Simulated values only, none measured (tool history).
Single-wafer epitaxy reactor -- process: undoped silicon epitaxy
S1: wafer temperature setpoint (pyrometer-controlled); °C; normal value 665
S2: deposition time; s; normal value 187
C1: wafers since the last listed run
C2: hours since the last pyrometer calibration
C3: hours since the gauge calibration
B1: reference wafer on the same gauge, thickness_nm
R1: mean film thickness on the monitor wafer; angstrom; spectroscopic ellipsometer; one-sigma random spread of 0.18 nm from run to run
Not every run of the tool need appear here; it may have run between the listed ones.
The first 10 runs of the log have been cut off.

{"run": 11, "day": 7.275, "S1": 669, "S2": 187, "C1": 45, "C2": 1894.1, "C3": 131.2, "B1": 43.219, "R1": 440.99}
{"run": 12, "day": 7.671, "S1": 665, "S2": 187, "C1": 59, "C2": 1903.6, "C3": 140.7, "B1": 43.214, "R1": 411.03}
{"run": 13, "day": 8.075, "S1": 665, "S2": 187, "C1": 60, "C2": 1913.3, "C3": 150.4, "B1": 43.219, "R1": 408.89}
{"run": 14, "day": 8.758, "S1": 665, "S2": 187, "C1": 102, "C2": 1929.7, "C3": 166.8, "B1": 43.281, "R1": 406.94}
{"day": 9.421, "done": "pyrometer calibrated"}
{"run": 15, "day": 9.442, "S1": 665, "S2": 187, "C1": 52, "C2": 0.5, "C3": 183.2, "B1": 43.23, "R1": 408.78}
{"run": 16, "day": 10.092, "S1": 665, "S2": 187, "C1": 97, "C2": 16.1, "C3": 198.8, "B1": 43.17, "R1": 409.45}
{"run": 17, "day": 10.462, "S1": 665, "S2": 187, "C1": 55, "C2": 25, "C3": 207.7, "B1": 43.223, "R1": 409.02}
{"run": 18, "day": 11.083, "S1": 665, "S2": 187, "C1": 93, "C2": 39.9, "C3": 222.6, "B1": 43.244, "R1": 410.15}
{"day": 11.146, "done": "gauge calibrated"}
{"run": 19, "day": 11.479, "S1": 669, "S2": 187, "C1": 59, "C2": 49.4, "C3": 8, "B1": 43.196, "R1": 442.39}
{"run": 20, "day": 11.85, "S1": 665, "S2": 187, "C1": 55, "C2": 58.3, "C3": 16.9, "B1": 43.189, "R1": 409.81}
{"run": 21, "day": 12.271, "S1": 665, "S2": 187, "C1": 63, "C2": 68.4, "C3": 27, "B1": 43.194, "R1": 407.28}
{"run": 22, "day": 14.158, "S1": 665, "S2": 221, "C1": 283, "C2": 113.7, "C3": 72.3, "B1": 43.171, "R1": 483.07}
{"run": 23, "day": 14.821, "S1": 652, "S2": 170, "C1": 99, "C2": 129.6, "C3": 88.2, "B1": 43.15, "R1": 287.85}
{"run": 24, "day": 15.121, "S1": 657, "S2": 197, "C1": 45, "C2": 136.8, "C3": 95.4, "B1": 43.215, "R1": 367.49}
{"run": 25, "day": 15.733, "S1": 660, "S2": 167, "C1": 92, "C2": 151.5, "C3": 110.1, "B1": 43.265, "R1": 330}
{"run": 26, "day": 16.162, "S1": 670, "S2": 210, "C1": 64, "C2": 161.8, "C3": 120.4, "B1": 43.158, "R1": 503.36}
{"run": 27, "day": 16.896, "S1": 665, "S2": 187, "C1": 110, "C2": 179.4, "C3": 138, "B1": 43.14, "R1": 411.17}
{"run": 28, "day": 17.558, "S1": 675, "S2": 187, "C1": 99, "C2": 195.3, "C3": 153.9, "B1": 43.138, "R1": 495.11}
{"run": 29, "day": 17.862, "S1": 679, "S2": 197, "C1": 45, "C2": 202.6, "C3": 161.2, "B1": 43.193, "R1": 569.73}
{"run": 30, "day": 18.167, "S1": 669, "S2": 187, "C1": 45, "C2": 209.9, "C3": 168.5, "B1": 43.155, "R1": 441.41}
{"run": 31, "day": 18.617, "S1": 659, "S2": 201, "C1": 67, "C2": 220.7, "C3": 179.3, "B1": 43.24, "R1": 390.4}
{"run": 32, "day": 19.329, "S1": 665, "S2": 187, "C1": 107, "C2": 237.8, "C3": 196.4, "B1": 43.132, "R1": 409.26}

Predict the results of run 33:
{"run": 33, "day": 19.962, "S1": 671, "S2": 165, "C1": 95, "C2": 253, "C3": 211.6, "B1": "?", "R1": "?"}

{"run 33": {"B1": 43.202, "R1": 404.01}}
Without the tool's hidden state the same run would have given R1 404.01 angstrom.
